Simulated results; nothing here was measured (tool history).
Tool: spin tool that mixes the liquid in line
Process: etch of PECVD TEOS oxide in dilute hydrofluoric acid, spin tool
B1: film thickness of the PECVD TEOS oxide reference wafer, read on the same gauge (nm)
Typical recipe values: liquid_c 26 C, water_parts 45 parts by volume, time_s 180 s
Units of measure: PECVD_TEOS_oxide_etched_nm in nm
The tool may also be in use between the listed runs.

{"run": 1, "hour": 0.0, "liquid_c": 26, "water_parts": 45, "time_s": 180, "B1": 150.02, "PECVD_TEOS_oxide_etched_nm": 37.74}
{"run": 2, "hour": 38.0, "liquid_c": 26, "water_parts": 45, "time_s": 180, "B1": 150, "PECVD_TEOS_oxide_etched_nm": 37.64}
{"run": 3, "hour": 132.9, "liquid_c": 26, "water_parts": 45, "time_s": 180, "B1": 150, "PECVD_TEOS_oxide_etched_nm": 36.64}
{"run": 4, "hour": 190.2, "liquid_c": 26, "water_parts": 45, "time_s": 180, "B1": 150.01, "PECVD_TEOS_oxide_etched_nm": 36.54}
{"run": 5, "hour": 270.3, "liquid_c": 26, "water_parts": 45, "time_s": 180, "B1": 150, "PECVD_TEOS_oxide_etched_nm": 36.02}
{"hour": 296.9, "done": "thermometer replaced"}
{"run": 6, "hour": 358.5, "liquid_c": 26, "water_parts": 45, "time_s": 180, "B1": 149.98, "PECVD_TEOS_oxide_etched_nm": 35.79}
{"hour": 427.7, "done": "hydrofluoric acid flow meter replaced"}
{"run": 7, "hour": 454.1, "liquid_c": 26, "water_parts": 45, "time_s": 255, "B1": 150.02, "PECVD_TEOS_oxide_etched_nm": 57.97}
{"run": 8, "hour": 513.1, "liquid_c": 26, "water_parts": 45, "time_s": 255, "B1": 150.01, "PECVD_TEOS_oxide_etched_nm": 58.47}
{"run": 9, "hour": 610.6, "liquid_c": 26, "water_parts": 45, "time_s": 255, "B1": 150, "PECVD_TEOS_oxide_etched_nm": 57.01}
{"run": 10, "hour": 653.4, "liquid_c": 26, "water_parts": 45, "time_s": 180, "B1": 150, "PECVD_TEOS_oxide_etched_nm": 39.63}
{"run": 11, "hour": 941.1, "liquid_c": 24.5, "water_parts": 45, "time_s": 180, "B1": 150, "PECVD_TEOS_oxide_etched_nm": 36.71}
{"run": 12, "hour": 1026.3, "liquid_c": 24.5, "water_parts": 35, "time_s": 80, "B1": 150.01, "PECVD_TEOS_oxide_etched_nm": 21.22}
{"hour": 1082.7, "done": "thermometer replaced"}
{"run": 13, "hour": 1083.2, "liquid_c": 29.5, "water_parts": 45, "time_s": 245, "B1": 150, "PECVD_TEOS_oxide_etched_nm": 61.8}
{"run": 14, "hour": 1122.3, "liquid_c": 26, "water_parts": 45, "time_s": 180, "B1": 149.99, "PECVD_TEOS_oxide_etched_nm": 39.07}
{"hour": 1148.1, "done": "gauge calibrated"}
{"run": 15, "hour": 1193.1, "liquid_c": 28, "water_parts": 55, "time_s": 180, "B1": 150, "PECVD_TEOS_oxide_etched_nm": 33.62}
{"run": 16, "hour": 1236.1, "liquid_c": 27.5, "water_parts": 45, "time_s": 180, "B1": 149.99, "PECVD_TEOS_oxide_etched_nm": 40.56}
{"run": 17, "hour": 1306.0, "liquid_c": 24, "water_parts": 45, "time_s": 180, "B1": 150, "PECVD_TEOS_oxide_etched_nm": 34.68}
{"run": 18, "hour": 1524.2, "liquid_c": 22.5, "water_parts": 35, "time_s": 245, "B1": 150, "PECVD_TEOS_oxide_etched_nm": 58.08}
{"run": 19, "hour": 1566.8, "liquid_c": 26, "water_parts": 35, "time_s": 85, "B1": 150, "PECVD_TEOS_oxide_etched_nm": 22.85}
{"run": 20, "hour": 1648.3, "liquid_c": 30, "water_parts": 30, "time_s": 280, "B1": 150, "PECVD_TEOS_oxide_etched_nm": 104.21}
{"run": 21, "hour": 1720.9, "liquid_c": 21.5, "water_parts": 45, "time_s": 270, "B1": 150, "PECVD_TEOS_oxide_etched_nm": 45.88}
{"run": 22, "hour": 1818.7, "liquid_c": 30, "water_parts": 40, "time_s": 245, "B1": 150.02, "PECVD_TEOS_oxide_etched_nm": 66.21}
{"hour": 1827.9, "done": "hydrofluoric acid flow meter replaced"}
{"hour": 1840.9, "done": "thermometer replaced"}
{"run": 23, "hour": 1894.6, "liquid_c": 24.5, "water_parts": 40, "time_s": 210, "B1": 150, "PECVD_TEOS_oxide_etched_nm": 49.85}
{"run": 24, "hour": 2206.5, "liquid_c": 26, "water_parts": 45, "time_s": 180, "B1": 150.02, "PECVD_TEOS_oxide_etched_nm": 39.57}
{"run": 25, "hour": 2271.4, "liquid_c": 30.5, "water_parts": 50, "time_s": 90, "B1": 150.02, "PECVD_TEOS_oxide_etched_nm": 20.76}
{"run": 26, "hour": 2356.5, "liquid_c": 26, "water_parts": 25, "time_s": 180, "B1": 150, "PECVD_TEOS_oxide_etched_nm": 71.91}
{"run": 27, "hour": 2420.8, "liquid_c": 29.5, "water_parts": 50, "time_s": 180, "B1": 149.99, "PECVD_TEOS_oxide_etched_nm": 40.14}
{"run": 28, "hour": 2501.9, "liquid_c": 26, "water_parts": 45, "time_s": 125, "B1": 150, "PECVD_TEOS_oxide_etched_nm": 26.84}
{"hour": 2584.2, "done": "thermometer replaced"}
{"run": 29, "hour": 2586.0, "liquid_c": 28, "water_parts": 45, "time_s": 180, "B1": 149.99, "PECVD_TEOS_oxide_etched_nm": 41.19}
{"run": 30, "hour": 2675.2, "liquid_c": 26, "water_parts": 45, "time_s": 180, "B1": 149.98, "PECVD_TEOS_oxide_etched_nm": 38.46}
{"run": 31, "hour": 2776.3, "liquid_c": 26, "water_parts": 45, "time_s": 255, "B1": 150, "PECVD_TEOS_oxide_etched_nm": 53.43}
{"run": 32, "hour": 2859.0, "liquid_c": 26, "water_parts": 45, "time_s": 180, "B1": 149.99, "PECVD_TEOS_oxide_etched_nm": 37.57}

Consider 5 possible next runs. They are alternatives, not a sequence: every one starts from the tool as it was left by run 32. What does each give?
{"run": "A", "hour": 2859.5, "liquid_c": 26, "water_parts": 45, "time_s": 90, "B1": "?", "PECVD_TEOS_oxide_etched_nm": "?"}
{"run": "B", "hour": 2859.5, "liquid_c": 29, "water_parts": 40, "time_s": 85, "B1": "?", "PECVD_TEOS_oxide_etched_nm": "?"}
{"run": "C", "hour": 2859.5, "liquid_c": 29, "water_parts": 35, "time_s": 240, "B1": "?", "PECVD_TEOS_oxide_etched_nm": "?"}
{"run": "D", "hour": 2859.5, "liquid_c": 28.5, "water_parts": 45, "time_s": 180, "B1": "?", "PECVD_TEOS_oxide_etched_nm": "?"}
{"run": "E", "hour": 2859.5, "liquid_c": 21.5, "water_parts": 55, "time_s": 145, "B1": "?", "PECVD_TEOS_oxide_etched_nm": "?"}

run=A B1=150 PECVD_TEOS_oxide_etched_nm=18.96
run=B B1=150 PECVD_TEOS_oxide_etched_nm=22.91
run=C B1=150 PECVD_TEOS_oxide_etched_nm=74.52
run=D B1=150 PECVD_TEOS_oxide_etched_nm=41.93
run=E B1=150 PECVD_TEOS_oxide_etched_nm=20.48
What these runs would have given with no unlogged condition in the tool:
run=A PECVD_TEOS_oxide_etched_nm=20.66
run=B PECVD_TEOS_oxide_etched_nm=24.96
run=C PECVD_TEOS_oxide_etched_nm=81.15
run=D PECVD_TEOS_oxide_etched_nm=45.7
run=E PECVD_TEOS_oxide_etched_nm=22.33

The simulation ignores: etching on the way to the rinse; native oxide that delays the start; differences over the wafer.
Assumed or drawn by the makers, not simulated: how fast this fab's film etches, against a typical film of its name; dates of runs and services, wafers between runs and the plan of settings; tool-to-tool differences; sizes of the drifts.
